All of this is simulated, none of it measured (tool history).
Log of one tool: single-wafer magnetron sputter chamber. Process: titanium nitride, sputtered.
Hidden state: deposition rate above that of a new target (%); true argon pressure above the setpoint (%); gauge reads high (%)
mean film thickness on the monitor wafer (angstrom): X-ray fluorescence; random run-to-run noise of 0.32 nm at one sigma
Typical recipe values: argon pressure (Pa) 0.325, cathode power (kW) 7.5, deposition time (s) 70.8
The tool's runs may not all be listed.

run	day	argon pressure (Pa)	cathode power (kW)	deposition time (s)	wafers since the last listed run	wafers on the sputter target	hours since the last manometer calibration	hours since the magnet pack was replaced	hours since the gauge calibration	read-back reference wafer on the same gauge, thickness_nm	mean film thickness on the monitor wafer (angstrom)
1	0	0.325	7.5	70.8	0	890	832.3	7488.6	2086	110.423	975.26
2	1.396	0.325	7.5	70.8	462	1353	865.8	7522.1	2119.5	110.352	974.66
3	4.3	0.325	7.5	70.8	962	2316	935.5	7591.8	2189.2	110.442	973.82
4	7.046	0.325	7.5	70.8	910	3226	1001.4	7657.7	2255.1	110.418	981.66
5	8.954	0.325	7.5	70.8	632	3859	1047.2	7703.5	2300.9	110.456	978.27
6	10.2	0.325	7.5	70.8	413	4272	1077.1	7733.4	2330.8	110.462	973.38
# day 10.971: gauge calibrated
7	11.288	0.325	7.5	70.8	360	4633	1103.2	7759.5	7.6	110.5	977.39
# day 13.454: sputter target and shields replaced
8	13.933	0.325	7.5	70.8	766	158	1166.7	7823	71.1	110.406	974.5
9	16.517	0.325	7.5	70.8	856	1014	1228.7	7885	133.1	110.457	972.96
10	18.758	0.325	7.5	70.8	743	1758	1282.5	7938.8	186.9	110.284	970.86
11	21.658	0.325	7.5	70.8	961	2719	1352.1	8008.4	256.5	110.448	973.19
12	22.892	0.325	7.5	70.8	408	3128	1381.7	8038	286.1	110.444	974.9
# day 23.258: magnet pack replaced
# day 24.388: capacitance manometer re-zeroed and calibrated
13	24.408	0.325	6.35	60.4	281	3410	0.5	27.6	322.5	110.553	725.69
14	25.988	0.325	6.35	60.4	523	3934	38.4	65.5	360.4	110.392	720.83
15	28.033	0.205	7.5	77.6	678	4612	87.5	114.6	409.5	110.383	1122.4
16	29.162	0.325	7.5	70.8	374	4987	114.6	141.7	436.6	110.354	981.77
# day 31.383: sputter target and shields replaced
17	31.512	0.405	6	61.4	668	42	171	198.1	493	110.391	674.35
18	32.625	0.393	6.15	57	368	411	197.7	224.8	519.7	110.33	643.49
19	34.704	0.325	7.5	70.8	689	1100	247.6	274.7	569.6	110.373	975.45
20	36.008	0.325	8.5	60.2	432	1533	278.9	306	600.9	110.465	925.28
21	38.621	0.229	8.45	60.7	866	2399	341.6	368.7	663.6	110.529	970.08
22	39.742	0.325	7.5	70.8	371	2771	368.5	395.6	690.5	110.347	976.1
23	42.433	0.325	7.5	82.1	892	3663	433.1	460.2	755.1	110.34	1131.73
24	44.875	0.206	8.45	70.8	809	4473	491.7	518.8	813.7	110.545	1141.79
25	46.283	0.434	9.05	78.4	466	4940	525.5	552.6	847.5	110.354	1223.52
26	48	0.325	7.5	70.8	569	5509	566.7	593.8	888.7	110.47	977.67
# day 49.183: sputter target and shields replaced
27	50.462	0.244	6.75	79.4	706	424	625.8	652.9	947.8	110.328	1034.83
28	52.475	0.325	7.5	70.8	667	1092	674.1	701.2	996.1	110.304	973.33
29	54.6	0.325	7.5	64.9	704	1796	725.1	752.2	1047.1	110.429	895.14
30	57.375	0.2	6.6	70.8	920	2716	791.7	818.8	1113.7	110.468	918.17
31	58.396	0.287	8.75	70.8	338	3055	816.2	843.3	1138.2	110.432	1137.95
32	59.442	0.43	6.8	80.1	346	3402	841.3	868.4	1163.3	110.464	968.9
33	62.296	0.325	7.5	70.8	946	4348	909.8	936.9	1231.8	110.344	976.35
34	63.658	0.325	8.9	70.8	451	4800	942.5	969.6	1264.5	110.407	1141.06

What if the next run were any one of these 5? Each begins from the tool's condition after run 34:
A	63.675	0.325	7.5	70.8	5	4805	942.9	970	1264.9	?	?
B	63.675	0.375	6.95	70.8	5	4805	942.9	970	1264.9	?	?
C	63.675	0.248	5.85	64.1	5	4805	942.9	970	1264.9	?	?
D	63.675	0.284	8.95	66.5	5	4805	942.9	970	1264.9	?	?
E	63.675	0.243	7.5	70.8	5	4805	942.9	970	1264.9	?	?

run	read-back reference wafer on the same gauge, thickness_nm	mean film thickness on the monitor wafer (angstrom)
A	110.482	968.01
B	110.482	887.87
C	110.482	730.57
D	110.482	1080.64
E	110.482	1000.94
The same runs, with their run-to-run variation unchanged, on a tool lacking any hidden condition would have given:
run	mean film thickness on the monitor wafer (angstrom)
A	968.01
B	887.87
C	730.57
D	1080.64
E	1000.94
